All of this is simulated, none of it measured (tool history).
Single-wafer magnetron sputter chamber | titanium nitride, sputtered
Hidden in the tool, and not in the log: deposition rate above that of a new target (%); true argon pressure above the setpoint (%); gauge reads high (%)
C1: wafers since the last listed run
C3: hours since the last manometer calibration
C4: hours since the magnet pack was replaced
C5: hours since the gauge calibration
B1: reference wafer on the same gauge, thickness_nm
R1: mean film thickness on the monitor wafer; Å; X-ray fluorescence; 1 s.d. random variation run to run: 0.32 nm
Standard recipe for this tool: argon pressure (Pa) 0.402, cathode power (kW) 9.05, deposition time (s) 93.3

run 1 hour=0 | argon_pressure_(Pa)=0.402 cathode_power_(kW)=8.05 deposition_time_(s)=93.3 | C1=0 wafers_on_the_sputter_target=6333 C3=978.6 C4=5453.6 C5=209 | B1=141.34 | R1=1339.48
-- hour=34.5 sputter target and shields replaced
run 2 hour=35 | argon_pressure_(Pa)=0.402 cathode_power_(kW)=8.05 deposition_time_(s)=93.3 | C1=488 wafers_on_the_sputter_target=8 C3=1013.6 C4=5488.6 C5=244 | B1=141.236 | R1=1333.45
run 3 hour=44.1 | argon_pressure_(Pa)=0.402 cathode_power_(kW)=8.05 deposition_time_(s)=93.3 | C1=164 wafers_on_the_sputter_target=173 C3=1022.7 C4=5497.7 C5=253.1 | B1=141.246 | R1=1337.71
run 4 hour=75 | argon_pressure_(Pa)=0.402 cathode_power_(kW)=9.05 deposition_time_(s)=93.3 | C1=559 wafers_on_the_sputter_target=732 C3=1053.6 C4=5528.6 C5=284 | B1=141.068 | R1=1486.35
run 5 hour=97.8 | argon_pressure_(Pa)=0.402 cathode_power_(kW)=9.05 deposition_time_(s)=93.3 | C1=412 wafers_on_the_sputter_target=1145 C3=1076.4 C4=5551.4 C5=306.8 | B1=140.958 | R1=1484.92
run 6 hour=123.3 | argon_pressure_(Pa)=0.402 cathode_power_(kW)=10.8 deposition_time_(s)=93.3 | C1=461 wafers_on_the_sputter_target=1606 C3=1101.9 C4=5576.9 C5=332.3 | B1=141.074 | R1=1744.32
-- hour=138.7 gauge calibrated
run 7 hour=156.1 | argon_pressure_(Pa)=0.402 cathode_power_(kW)=10.8 deposition_time_(s)=93.3 | C1=593 wafers_on_the_sputter_target=2200 C3=1134.7 C4=5609.7 C5=17.4 | B1=142.902 | R1=1765.86
run 8 hour=183.5 | argon_pressure_(Pa)=0.402 cathode_power_(kW)=10.8 deposition_time_(s)=93.3 | C1=495 wafers_on_the_sputter_target=2695 C3=1162.1 C4=5637.1 C5=44.8 | B1=142.481 | R1=1754.14
run 9 hour=202.3 | argon_pressure_(Pa)=0.402 cathode_power_(kW)=9.05 deposition_time_(s)=103 | C1=340 wafers_on_the_sputter_target=3036 C3=1180.9 C4=5655.9 C5=63.6 | B1=142.17 | R1=1652.5
run 10 hour=231.4 | argon_pressure_(Pa)=0.402 cathode_power_(kW)=9.05 deposition_time_(s)=103 | C1=526 wafers_on_the_sputter_target=3562 C3=1210 C4=5685 C5=92.7 | B1=141.938 | R1=1649.09
run 11 hour=247.4 | argon_pressure_(Pa)=0.402 cathode_power_(kW)=9.05 deposition_time_(s)=103 | C1=289 wafers_on_the_sputter_target=3852 C3=1226 C4=5701 C5=108.7 | B1=141.826 | R1=1646.25
run 12 hour=260 | argon_pressure_(Pa)=0.402 cathode_power_(kW)=9.05 deposition_time_(s)=93.3 | C1=227 wafers_on_the_sputter_target=4080 C3=1238.6 C4=5713.6 C5=121.3 | B1=141.764 | R1=1491.03
run 13 hour=281.4 | argon_pressure_(Pa)=0.402 cathode_power_(kW)=9.05 deposition_time_(s)=93.3 | C1=387 wafers_on_the_sputter_target=4467 C3=1260 C4=5735 C5=142.7 | B1=141.632 | R1=1493
run 14 hour=296.6 | argon_pressure_(Pa)=0.402 cathode_power_(kW)=9.05 deposition_time_(s)=93.3 | C1=275 wafers_on_the_sputter_target=4742 C3=1275.2 C4=5750.2 C5=157.9 | B1=141.481 | R1=1487.78
run 15 hour=325.3 | argon_pressure_(Pa)=0.402 cathode_power_(kW)=8.25 deposition_time_(s)=93.3 | C1=519 wafers_on_the_sputter_target=5261 C3=1303.9 C4=5778.9 C5=186.6 | B1=141.434 | R1=1367.67
run 16 hour=358 | argon_pressure_(Pa)=0.313 cathode_power_(kW)=9.85 deposition_time_(s)=80.4 | C1=591 wafers_on_the_sputter_target=5853 C3=1336.6 C4=5811.6 C5=219.3 | B1=141.266 | R1=1442.98
run 17 hour=429.9 | argon_pressure_(Pa)=0.402 cathode_power_(kW)=7.4 deposition_time_(s)=93.3 | C1=1300 wafers_on_the_sputter_target=7154 C3=1408.5 C4=5883.5 C5=291.2 | B1=141.172 | R1=1236.11
-- hour=460.3 sputter target and shields replaced
run 18 hour=460.8 | argon_pressure_(Pa)=0.31 cathode_power_(kW)=9.75 deposition_time_(s)=85.5 | C1=414 wafers_on_the_sputter_target=9 C3=1439.4 C4=5914.4 C5=322.1 | B1=141.008 | R1=1522.56
run 19 hour=470.7 | argon_pressure_(Pa)=0.264 cathode_power_(kW)=9.6 deposition_time_(s)=110 | C1=179 wafers_on_the_sputter_target=188 C3=1449.3 C4=5924.3 C5=332 | B1=141.096 | R1=1962.45
run 20 hour=483.9 | argon_pressure_(Pa)=0.402 cathode_power_(kW)=9.05 deposition_time_(s)=93.3 | C1=238 wafers_on_the_sputter_target=426 C3=1462.5 C4=5937.5 C5=345.2 | B1=141.037 | R1=1481.07
-- hour=509.8 magnet pack replaced
-- hour=510.8 capacitance manometer re-zeroed and calibrated
run 21 hour=511.3 | argon_pressure_(Pa)=0.402 cathode_power_(kW)=9.05 deposition_time_(s)=93.3 | C1=334 wafers_on_the_sputter_target=761 C3=0.5 C4=1.5 C5=372.6 | B1=140.962 | R1=1485
run 22 hour=525.2 | argon_pressure_(Pa)=0.402 cathode_power_(kW)=7.4 deposition_time_(s)=93.3 | C1=251 wafers_on_the_sputter_target=1012 C3=14.4 C4=15.4 C5=386.5 | B1=140.976 | R1=1237.19
run 23 hour=546.6 | argon_pressure_(Pa)=0.274 cathode_power_(kW)=7.45 deposition_time_(s)=75.4 | C1=387 wafers_on_the_sputter_target=1400 C3=35.8 C4=36.8 C5=407.9 | B1=140.918 | R1=1069.06
-- hour=551.9 gauge calibrated
run 24 hour=582.3 | argon_pressure_(Pa)=0.521 cathode_power_(kW)=6.95 deposition_time_(s)=77.6 | C1=645 wafers_on_the_sputter_target=2046 C3=71.5 C4=72.5 C5=30.4 | B1=142.527 | R1=928.57
run 25 hour=599.2 | argon_pressure_(Pa)=0.31 cathode_power_(kW)=9.75 deposition_time_(s)=85.5 | C1=305 wafers_on_the_sputter_target=2351 C3=88.4 C4=89.4 C5=47.3 | B1=142.316 | R1=1537.72
run 26 hour=614.5 | argon_pressure_(Pa)=0.402 cathode_power_(kW)=10.9 deposition_time_(s)=108.4 | C1=276 wafers_on_the_sputter_target=2628 C3=103.7 C4=104.7 C5=62.6 | B1=142.246 | R1=2058.7
run 27 hour=712 | argon_pressure_(Pa)=0.317 cathode_power_(kW)=9.05 deposition_time_(s)=93.3 | C1=1764 wafers_on_the_sputter_target=4392 C3=201.2 C4=202.2 C5=160.1 | B1=141.424 | R1=1553.18
run 28 hour=728.8 | argon_pressure_(Pa)=0.402 cathode_power_(kW)=9.05 deposition_time_(s)=93.3 | C1=303 wafers_on_the_sputter_target=4696 C3=218 C4=219 C5=176.9 | B1=141.445 | R1=1484.36
run 29 hour=742.2 | argon_pressure_(Pa)=0.402 cathode_power_(kW)=9.05 deposition_time_(s)=93.3 | C1=242 wafers_on_the_sputter_target=4939 C3=231.4 C4=232.4 C5=190.3 | B1=141.19 | R1=1484.85

Hidden condition of the tool, last listed run before each entry between runs versus first listed run after:
From run 1 to run 2: sputter target and shields replaced (hour 34.5)
  gauge reads high (%): -1.17 -> -1.24
  what was measured, less what the result would be without the hidden state, R1: -15.82 -> -16.78 Å
From run 6 to run 7: gauge calibrated (hour 138.7)
  gauge reads high (%): -1.36 -> -0.0726
  what was measured, less what the result would be without the hidden state, R1: -24.1 -> -1.28 Å
From run 17 to run 18: sputter target and shields replaced (hour 460.3)
  gauge reads high (%): -1.32 -> -1.35
  what was measured, less what the result would be without the hidden state, R1: -16.53 -> -20.91 Å
From run 20 to run 21: magnet pack replaced (hour 509.8); capacitance manometer re-zeroed and calibrated (hour 510.8)
  gauge reads high (%): -1.38 -> -1.4
  what was measured, less what the result would be without the hidden state, R1: -20.68 -> -21.05 Å
From run 23 to run 24: gauge calibrated (hour 551.9)
  gauge reads high (%): -1.42 -> -0.287
  what was measured, less what the result would be without the hidden state, R1: -15.39 -> -2.68 Å
